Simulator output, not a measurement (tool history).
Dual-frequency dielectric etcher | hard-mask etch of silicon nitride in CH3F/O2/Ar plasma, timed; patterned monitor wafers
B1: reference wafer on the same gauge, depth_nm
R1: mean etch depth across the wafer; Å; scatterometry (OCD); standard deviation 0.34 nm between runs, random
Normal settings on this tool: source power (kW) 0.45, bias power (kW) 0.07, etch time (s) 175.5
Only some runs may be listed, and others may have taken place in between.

run 1 hour=0 | source_power_(kW)=0.45 bias_power_(kW)=0.07 etch_time_(s)=175.5 | B1=110.6 | R1=1197
run 2 hour=31.9 | source_power_(kW)=0.45 bias_power_(kW)=0.07 etch_time_(s)=175.5 | B1=110.5 | R1=1204
run 3 hour=97.8 | source_power_(kW)=0.45 bias_power_(kW)=0.07 etch_time_(s)=175.5 | B1=110.5 | R1=1193
run 4 hour=142 | source_power_(kW)=0.45 bias_power_(kW)=0.07 etch_time_(s)=175.5 | B1=110.3 | R1=1200
run 5 hour=170.4 | source_power_(kW)=0.37 bias_power_(kW)=0.07 etch_time_(s)=175.5 | B1=110.4 | R1=1122
run 6 hour=229.2 | source_power_(kW)=0.37 bias_power_(kW)=0.07 etch_time_(s)=175.5 | B1=110.3 | R1=1119
run 7 hour=280.2 | source_power_(kW)=0.39 bias_power_(kW)=0.057 etch_time_(s)=175.5 | B1=110.3 | R1=1059
run 8 hour=308.7 | source_power_(kW)=0.39 bias_power_(kW)=0.057 etch_time_(s)=175.5 | B1=110.2 | R1=1058
run 9 hour=384.3 | source_power_(kW)=0.39 bias_power_(kW)=0.07 etch_time_(s)=175.5 | B1=110.3 | R1=1134
run 10 hour=446.3 | source_power_(kW)=0.39 bias_power_(kW)=0.07 etch_time_(s)=175.5 | B1=110.1 | R1=1143
-- hour=495.2 bias power generator calibrated
-- hour=499.7 gauge calibrated
-- hour=503.5 wet clean of the chamber
run 11 hour=513.6 | source_power_(kW)=0.39 bias_power_(kW)=0.07 etch_time_(s)=175.5 | B1=111.9 | R1=1158
run 12 hour=554 | source_power_(kW)=0.45 bias_power_(kW)=0.07 etch_time_(s)=175.5 | B1=111.9 | R1=1219
run 13 hour=624.9 | source_power_(kW)=0.45 bias_power_(kW)=0.07 etch_time_(s)=175.5 | B1=111.7 | R1=1215
run 14 hour=673.8 | source_power_(kW)=0.56 bias_power_(kW)=0.06 etch_time_(s)=143.5 | B1=111.9 | R1=1021
-- hour=678.9 source power generator calibrated
-- hour=707.4 upper electrode replaced
run 15 hour=709 | source_power_(kW)=0.45 bias_power_(kW)=0.078 etch_time_(s)=175.5 | B1=111.7 | R1=1259
run 16 hour=736.7 | source_power_(kW)=0.45 bias_power_(kW)=0.07 etch_time_(s)=175.5 | B1=111.8 | R1=1210
run 17 hour=803.4 | source_power_(kW)=0.45 bias_power_(kW)=0.07 etch_time_(s)=175.5 | B1=111.7 | R1=1214
run 18 hour=833.3 | source_power_(kW)=0.45 bias_power_(kW)=0.07 etch_time_(s)=223.5 | B1=111.6 | R1=1539
run 19 hour=874.9 | source_power_(kW)=0.45 bias_power_(kW)=0.065 etch_time_(s)=221 | B1=111.6 | R1=1483
run 20 hour=899 | source_power_(kW)=0.35 bias_power_(kW)=0.065 etch_time_(s)=221 | B1=111.5 | R1=1365
run 21 hour=949.6 | source_power_(kW)=0.38 bias_power_(kW)=0.07 etch_time_(s)=224.5 | B1=111.4 | R1=1460
run 22 hour=1017.9 | source_power_(kW)=0.45 bias_power_(kW)=0.07 etch_time_(s)=175.5 | B1=111.5 | R1=1204
run 23 hour=1059.8 | source_power_(kW)=0.52 bias_power_(kW)=0.065 etch_time_(s)=150.5 | B1=111.3 | R1=1061
-- hour=1145.1 wet clean of the chamber
run 24 hour=1247.1 | source_power_(kW)=0.45 bias_power_(kW)=0.086 etch_time_(s)=153 | B1=111.2 | R1=1135
run 25 hour=1302.4 | source_power_(kW)=0.45 bias_power_(kW)=0.076 etch_time_(s)=175.5 | B1=111.1 | R1=1242
run 26 hour=1363.9 | source_power_(kW)=0.41 bias_power_(kW)=0.083 etch_time_(s)=200.5 | B1=111 | R1=1418
run 27 hour=1402 | source_power_(kW)=0.45 bias_power_(kW)=0.082 etch_time_(s)=175.5 | B1=111.1 | R1=1275
run 28 hour=1470.8 | source_power_(kW)=0.45 bias_power_(kW)=0.07 etch_time_(s)=128.5 | B1=110.9 | R1=885
run 29 hour=1517.3 | source_power_(kW)=0.45 bias_power_(kW)=0.07 etch_time_(s)=175.5 | B1=110.8 | R1=1203

Branching from run 29: 5 alternative next runs. What would each branch give?
run A hour=1517.8 | source_power_(kW)=0.45 bias_power_(kW)=0.07 etch_time_(s)=175.5 | B1=? | R1=?
run B hour=1517.8 | source_power_(kW)=0.45 bias_power_(kW)=0.07 etch_time_(s)=160 | B1=? | R1=?
run C hour=1517.8 | source_power_(kW)=0.45 bias_power_(kW)=0.063 etch_time_(s)=224 | B1=? | R1=?
run D hour=1517.8 | source_power_(kW)=0.42 bias_power_(kW)=0.053 etch_time_(s)=161 | B1=? | R1=?
run E hour=1517.8 | source_power_(kW)=0.52 bias_power_(kW)=0.059 etch_time_(s)=193 | B1=? | R1=?

run=A B1=110.8 R1=1202
run=B B1=110.8 R1=1096
run=C B1=110.8 R1=1479
run=D B1=110.8 R1=979
run=E B1=110.8 R1=1311
With no hidden state in the tool, these same runs would have given:
run=A R1=1215
run=B R1=1108
run=C R1=1495
run=D R1=989
run=E R1=1325

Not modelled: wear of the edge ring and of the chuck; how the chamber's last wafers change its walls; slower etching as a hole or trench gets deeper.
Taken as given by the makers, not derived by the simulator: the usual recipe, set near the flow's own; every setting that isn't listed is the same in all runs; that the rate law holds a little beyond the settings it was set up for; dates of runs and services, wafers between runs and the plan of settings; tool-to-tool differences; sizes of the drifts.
